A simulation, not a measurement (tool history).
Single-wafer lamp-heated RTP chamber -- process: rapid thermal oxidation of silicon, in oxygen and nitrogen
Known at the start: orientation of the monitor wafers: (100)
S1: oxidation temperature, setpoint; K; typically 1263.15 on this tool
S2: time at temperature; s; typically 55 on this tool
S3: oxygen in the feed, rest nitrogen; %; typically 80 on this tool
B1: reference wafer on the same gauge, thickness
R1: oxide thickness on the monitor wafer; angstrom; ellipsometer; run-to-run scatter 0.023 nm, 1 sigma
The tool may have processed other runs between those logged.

{"run": 1, "day": 0.0, "S1": 1263.15, "S2": 40, "S3": 80, "B1": 5.265, "R1": 39.82}
{"day": 2.042, "done": "pyrometer window cleaned and pyrometer calibrated"}
{"run": 2, "day": 2.062, "S1": 1263.15, "S2": 40, "S3": 80, "B1": 5.26, "R1": 39.16}
{"run": 3, "day": 3.358, "S1": 1263.15, "S2": 55, "S3": 80, "B1": 5.25, "R1": 44.29}
{"run": 4, "day": 6.283, "S1": 1242.15, "S2": 55, "S3": 80, "B1": 5.255, "R1": 38.64}
{"run": 5, "day": 8.438, "S1": 1242.15, "S2": 55, "S3": 80, "B1": 5.261, "R1": 39.11}
{"run": 6, "day": 11.767, "S1": 1242.15, "S2": 55, "S3": 80, "B1": 5.258, "R1": 38.85}
{"run": 7, "day": 15.017, "S1": 1263.15, "S2": 55, "S3": 64, "B1": 5.26, "R1": 42.24}
{"run": 8, "day": 17.608, "S1": 1269.15, "S2": 55, "S3": 68, "B1": 5.26, "R1": 44.55}
{"run": 9, "day": 20.054, "S1": 1269.15, "S2": 71, "S3": 80, "B1": 5.258, "R1": 52.78}
{"run": 10, "day": 22.45, "S1": 1254.15, "S2": 55, "S3": 80, "B1": 5.268, "R1": 42.78}
{"run": 11, "day": 24.133, "S1": 1254.15, "S2": 55, "S3": 80, "B1": 5.26, "R1": 42.16}
{"run": 12, "day": 31.438, "S1": 1263.15, "S2": 55, "S3": 80, "B1": 5.259, "R1": 45.8}
{"day": 32.504, "done": "gauge calibrated"}
{"run": 13, "day": 34.912, "S1": 1237.15, "S2": 68, "S3": 98, "B1": 5.258, "R1": 44.64}
{"day": 35.988, "done": "oxygen flow controller replaced"}
{"day": 36.775, "done": "pyrometer window cleaned and pyrometer calibrated"}
{"run": 14, "day": 37.75, "S1": 1263.15, "S2": 55, "S3": 80, "B1": 5.266, "R1": 44.69}
{"run": 15, "day": 39.579, "S1": 1291.15, "S2": 33, "S3": 80, "B1": 5.258, "R1": 43.99}
{"run": 16, "day": 43.942, "S1": 1263.15, "S2": 55, "S3": 80, "B1": 5.258, "R1": 44.93}
{"run": 17, "day": 45.858, "S1": 1281.15, "S2": 55, "S3": 50, "B1": 5.253, "R1": 43.71}
{"run": 18, "day": 50.221, "S1": 1271.15, "S2": 55, "S3": 92, "B1": 5.259, "R1": 50.79}
{"run": 19, "day": 52.05, "S1": 1263.15, "S2": 55, "S3": 80, "B1": 5.26, "R1": 45.58}
{"run": 20, "day": 53.662, "S1": 1282.15, "S2": 34, "S3": 89, "B1": 5.267, "R1": 43.85}
{"run": 21, "day": 55.358, "S1": 1263.15, "S2": 38, "S3": 56, "B1": 5.265, "R1": 34.42}
{"run": 22, "day": 58.446, "S1": 1248.15, "S2": 71, "S3": 51, "B1": 5.256, "R1": 39.04}
{"run": 23, "day": 60.175, "S1": 1251.15, "S2": 69, "S3": 80, "B1": 5.266, "R1": 46.13}

Same runs, no hidden state in the tool, same run-to-run variation:
Hidden conditions of the tool in this case: true wafer temperature minus pyrometer reading, K; deviation of the oxygen flow from its setpoint, %; gauge reads high (%).
run=1 R1=38.99
run=2 R1=39.05
run=3 R1=44.13
run=4 R1=38.41
run=5 R1=38.80
run=6 R1=38.45
run=7 R1=41.70
run=8 R1=43.88
run=9 R1=51.85
run=10 R1=41.96
run=11 R1=41.30
run=12 R1=44.59
run=13 R1=43.30
run=14 R1=44.57
run=15 R1=43.81
run=16 R1=44.59
run=17 R1=43.32
run=18 R1=50.14
run=19 R1=44.93
run=20 R1=43.19
run=21 R1=33.90
run=22 R1=38.31
run=23 R1=45.15
